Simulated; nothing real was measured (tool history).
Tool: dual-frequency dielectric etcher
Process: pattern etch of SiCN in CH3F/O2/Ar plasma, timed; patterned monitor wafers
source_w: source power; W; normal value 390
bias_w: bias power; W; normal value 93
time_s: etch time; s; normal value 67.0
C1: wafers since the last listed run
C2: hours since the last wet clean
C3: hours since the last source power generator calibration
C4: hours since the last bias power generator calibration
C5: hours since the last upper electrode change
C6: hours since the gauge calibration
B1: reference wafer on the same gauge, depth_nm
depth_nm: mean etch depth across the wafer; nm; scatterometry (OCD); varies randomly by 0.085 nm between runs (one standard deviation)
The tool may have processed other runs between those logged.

Run 1, day 0.000: usual settings; C1 0; C2 135.5; C3 1258.0; C4 2927.1; C5 3744.9; C6 380.1; B1 29.30. Result: depth_nm 28.48 nm.
Run 2, day 0.833: usual settings; C1 316; C2 155.5; C3 1278.0; C4 2947.1; C5 3764.9; C6 400.1; B1 29.36. Result: depth_nm 28.69 nm.
Run 3, day 1.562: usual settings; C1 276; C2 173.0; C3 1295.5; C4 2964.6; C5 3782.4; C6 417.6; B1 29.37. Result: depth_nm 28.53 nm.
Run 4, day 6.058: usual settings; C1 1707; C2 280.9; C3 1403.4; C4 3072.5; C5 3890.3; C6 525.5; B1 29.59. Result: depth_nm 28.78 nm.
Run 5, day 6.658: usual settings but time_s 55.0 s; C1 227; C2 295.3; C3 1417.8; C4 3086.9; C5 3904.7; C6 539.9; B1 29.61. Result: depth_nm 23.78 nm.
At day 7.871: bias power generator calibrated.
Run 6, day 7.958: usual settings but time_s 55.0 s; C1 430; C2 326.5; C3 1449.0; C4 2.1; C5 3935.9; C6 571.1; B1 29.70. Result: depth_nm 23.77 nm.
Run 7, day 9.192: usual settings but bias_w 107 W; C1 468; C2 356.1; C3 1478.6; C4 31.7; C5 3965.5; C6 600.7; B1 29.77. Result: depth_nm 30.31 nm.
Run 8, day 10.112: usual settings but bias_w 107 W; C1 349; C2 378.2; C3 1500.7; C4 53.8; C5 3987.6; C6 622.8; B1 29.82. Result: depth_nm 30.30 nm.
At day 10.833: gauge calibrated.
Run 9, day 11.088: usual settings; C1 370; C2 401.6; C3 1524.1; C4 77.2; C5 4011.0; C6 6.1; B1 29.07. Result: depth_nm 28.46 nm.
At day 12.396: wet clean of the chamber.
Run 10, day 12.417: usual settings; C1 124; C2 0.5; C3 1556.0; C4 109.1; C5 4042.9; C6 38.0; B1 29.08. Result: depth_nm 28.22 nm.
Run 11, day 13.592: usual settings; C1 446; C2 28.7; C3 1584.2; C4 137.3; C5 4071.1; C6 66.2; B1 29.09. Result: depth_nm 28.36 nm.
At day 14.658: source power generator calibrated.
Run 12, day 14.758: usual settings but source_w 310 W, bias_w 74 W, time_s 52.0 s; C1 379; C2 56.7; C3 2.4; C4 165.3; C5 4099.1; C6 94.2; B1 29.12. Result: depth_nm 17.88 nm.
Run 13, day 15.512: usual settings but bias_w 104 W, time_s 85.5 s; C1 286; C2 74.8; C3 20.5; C4 183.4; C5 4117.2; C6 112.3; B1 29.09. Result: depth_nm 37.39 nm.
Run 14, day 16.767: usual settings but source_w 420 W; C1 476; C2 104.9; C3 50.6; C4 213.5; C5 4147.3; C6 142.4; B1 29.12. Result: depth_nm 29.60 nm.
Run 15, day 17.900: usual settings but source_w 460 W; C1 430; C2 132.1; C3 77.8; C4 240.7; C5 4174.5; C6 169.6; B1 29.15. Result: depth_nm 31.09 nm.
At day 19.408: upper electrode replaced.
Run 16, day 19.429: usual settings but bias_w 86 W; C1 200; C2 168.8; C3 114.5; C4 277.4; C5 0.5; C6 206.3; B1 29.18. Result: depth_nm 27.87 nm.
Run 17, day 20.438: usual settings but source_w 450 W, bias_w 75 W; C1 382; C2 193.0; C3 138.7; C4 301.6; C5 24.7; C6 230.5; B1 29.20. Result: depth_nm 29.11 nm.
Run 18, day 21.704: usual settings; C1 480; C2 223.4; C3 169.1; C4 332.0; C5 55.1; C6 260.9; B1 29.26. Result: depth_nm 28.52 nm.
Run 19, day 22.292: usual settings but source_w 480 W; C1 223; C2 237.5; C3 183.2; C4 346.1; C5 69.2; C6 275.0; B1 29.26. Result: depth_nm 31.82 nm.
Run 20, day 23.733: usual settings; C1 547; C2 272.1; C3 217.8; C4 380.7; C5 103.8; C6 309.6; B1 29.28. Result: depth_nm 28.35 nm.
Run 21, day 24.500: usual settings but source_w 460 W; C1 291; C2 290.5; C3 236.2; C4 399.1; C5 122.2; C6 328.0; B1 29.31. Result: depth_nm 31.28 nm.
Run 22, day 25.162: usual settings but time_s 51.0 s; C1 251; C2 306.4; C3 252.1; C4 415.0; C5 138.1; C6 343.9; B1 29.34. Result: depth_nm 21.72 nm.

Pick out some run-to-run changes in depth_nm. Of each, how much would a tool without hidden state show as well, from the settings, what came in and chance, and how much is left for the hidden state and any gauge scatter not in both results compared?
Hidden state at play: etch rate over this chamber's usual, %; source power that arrives over what is set, %; bias power that arrives over what is set, %; gauge reads high (%).
Run 6 -> 7: bias_w 93 -> 107, time_s 55.0 -> 67.0. depth_nm +6.54 nm: hidden state +0.23, all else +6.31.
Run 8 -> 9: bias_w 107 -> 93, gauge calibrated. depth_nm -1.84 nm: hidden state -0.74, all else -1.10.
Run 11 -> 12: source_w 390 -> 310, bias_w 93 -> 74, time_s 67.0 -> 52.0, source power generator calibrated. depth_nm -10.48 nm: hidden state -0.02, all else -10.46.
Run 12 -> 13: source_w 310 -> 390, bias_w 74 -> 104, time_s 52.0 -> 85.5. depth_nm +19.51 nm: hidden state +0.08, all else +19.43.
